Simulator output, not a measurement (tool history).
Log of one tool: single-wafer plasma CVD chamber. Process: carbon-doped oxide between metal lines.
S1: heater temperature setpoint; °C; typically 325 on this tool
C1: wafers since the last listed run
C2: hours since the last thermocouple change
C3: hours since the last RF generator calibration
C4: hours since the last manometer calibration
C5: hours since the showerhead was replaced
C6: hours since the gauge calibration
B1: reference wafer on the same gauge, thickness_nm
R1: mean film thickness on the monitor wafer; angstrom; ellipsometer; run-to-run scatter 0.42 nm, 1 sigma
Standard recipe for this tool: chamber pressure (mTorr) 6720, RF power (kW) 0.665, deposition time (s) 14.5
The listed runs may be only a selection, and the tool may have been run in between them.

Run 1, hour 0.0: usual settings; C1 0; C2 1274.3; C3 45.2; C4 784.6; C5 5102.7; C6 2438.3; B1 92.767. Result: R1 978.74 angstrom.
Run 2, hour 59.1: usual settings; C1 1776; C2 1333.4; C3 104.3; C4 843.7; C5 5161.8; C6 2497.4; B1 92.822. Result: R1 977.76 angstrom.
Run 3, hour 151.3: usual settings; C1 2770; C2 1425.6; C3 196.5; C4 935.9; C5 5254.0; C6 2589.6; B1 92.739. Result: R1 966.46 angstrom.
At hour 189.8: thermocouple changed; heater temperature recalibrated.
Run 4, hour 229.8: usual settings; C1 2118; C2 40.0; C3 275.0; C4 1014.4; C5 5332.5; C6 2668.1; B1 92.768. Result: R1 975.66 angstrom.
Run 5, hour 337.4: usual settings; C1 3233; C2 147.6; C3 382.6; C4 1122.0; C5 5440.1; C6 2775.7; B1 92.740. Result: R1 971.31 angstrom.
Run 6, hour 404.4: usual settings; C1 2013; C2 214.6; C3 449.6; C4 1189.0; C5 5507.1; C6 2842.7; B1 92.809. Result: R1 967.56 angstrom.
At hour 468.7: showerhead replaced.
Run 7, hour 489.8: usual settings; C1 2325; C2 300.0; C3 535.0; C4 1274.4; C5 21.1; C6 2928.1; B1 92.857. Result: R1 962.49 angstrom.
Run 8, hour 533.6: usual settings but RF power (kW) 0.610; C1 1316; C2 343.8; C3 578.8; C4 1318.2; C5 64.9; C6 2971.9; B1 92.803. Result: R1 922.72 angstrom.
Run 9, hour 582.1: usual settings; C1 1457; C2 392.3; C3 627.3; C4 1366.7; C5 113.4; C6 3020.4; B1 92.818. Result: R1 968.70 angstrom.
At hour 593.6: gauge calibrated.
Run 10, hour 671.7: usual settings; C1 2692; C2 481.9; C3 716.9; C4 1456.3; C5 203.0; C6 78.1; B1 92.821. Result: R1 961.75 angstrom.
Run 11, hour 773.7: usual settings; C1 3065; C2 583.9; C3 818.9; C4 1558.3; C5 305.0; C6 180.1; B1 92.852. Result: R1 966.62 angstrom.
At hour 1085.4: RF generator calibrated.
Run 12, hour 1085.9: usual settings but S1 310 °C, chamber pressure (mTorr) 7290, RF power (kW) 0.715, deposition time (s) 16.0; C1 9141; C2 896.1; C3 0.5; C4 1870.5; C5 617.2; C6 492.3; B1 92.822. Result: R1 1201.26 angstrom.
Run 13, hour 1144.7: usual settings but RF power (kW) 0.560; C1 1767; C2 954.9; C3 59.3; C4 1929.3; C5 676.0; C6 551.1; B1 92.653. Result: R1 879.00 angstrom.
Run 14, hour 1322.2: usual settings but S1 314 °C, chamber pressure (mTorr) 6280, RF power (kW) 0.615, deposition time (s) 15.4; C1 5334; C2 1132.4; C3 236.8; C4 2106.8; C5 853.5; C6 728.6; B1 92.968. Result: R1 1017.20 angstrom.
Run 15, hour 1388.8: usual settings but S1 316 °C, RF power (kW) 0.605, deposition time (s) 15.5; C1 2001; C2 1199.0; C3 303.4; C4 2173.4; C5 920.1; C6 795.2; B1 92.796. Result: R1 1004.41 angstrom.
Run 16, hour 1468.3: usual settings but deposition time (s) 16.8; C1 2389; C2 1278.5; C3 382.9; C4 2252.9; C5 999.6; C6 874.7; B1 92.843. Result: R1 1134.95 angstrom.
Run 17, hour 1566.4: usual settings but S1 313 °C, RF power (kW) 0.550, deposition time (s) 12.7; C1 2948; C2 1376.6; C3 481.0; C4 2351.0; C5 1097.7; C6 972.8; B1 92.746. Result: R1 788.32 angstrom.
Run 18, hour 1636.3: usual settings but S1 310 °C, chamber pressure (mTorr) 7290, RF power (kW) 0.715, deposition time (s) 16.0; C1 2100; C2 1446.5; C3 550.9; C4 2420.9; C5 1167.6; C6 1042.7; B1 92.785. Result: R1 1186.23 angstrom.
At hour 1658.2: capacitance manometer re-zeroed and calibrated.
Run 19, hour 1726.7: usual settings; C1 2476; C2 1536.9; C3 641.3; C4 68.5; C5 1258.0; C6 1133.1; B1 92.804. Result: R1 972.72 angstrom.
Run 20, hour 1771.4: usual settings but S1 310 °C, chamber pressure (mTorr) 7450; C1 1343; C2 1581.6; C3 686.0; C4 113.2; C5 1302.7; C6 1177.8; B1 92.847. Result: R1 1032.47 angstrom.
At hour 1802.7: thermocouple changed; heater temperature recalibrated.
Run 21, hour 1838.0: usual settings; C1 1761; C2 35.3; C3 752.6; C4 179.8; C5 1369.3; C6 1244.4; B1 92.732. Result: R1 958.51 angstrom.
Run 22, hour 1916.6: usual settings but chamber pressure (mTorr) 7500; C1 2362; C2 113.9; C3 831.2; C4 258.4; C5 1447.9; C6 1323.0; B1 92.870. Result: R1 979.53 angstrom.

For run 23, what comes out?
Run 23, hour 2010.6: usual settings; C1 2824; C2 207.9; C3 925.2; C4 352.4; C5 1541.9; C6 1417.0; B1 ?. Result: R1 ?.

Run 23 measured B1 92.809, R1 967.59 angstrom.
Were there no unlogged condition in the tool, this run, its random variation unchanged, would have produced R1 983.56 angstrom.
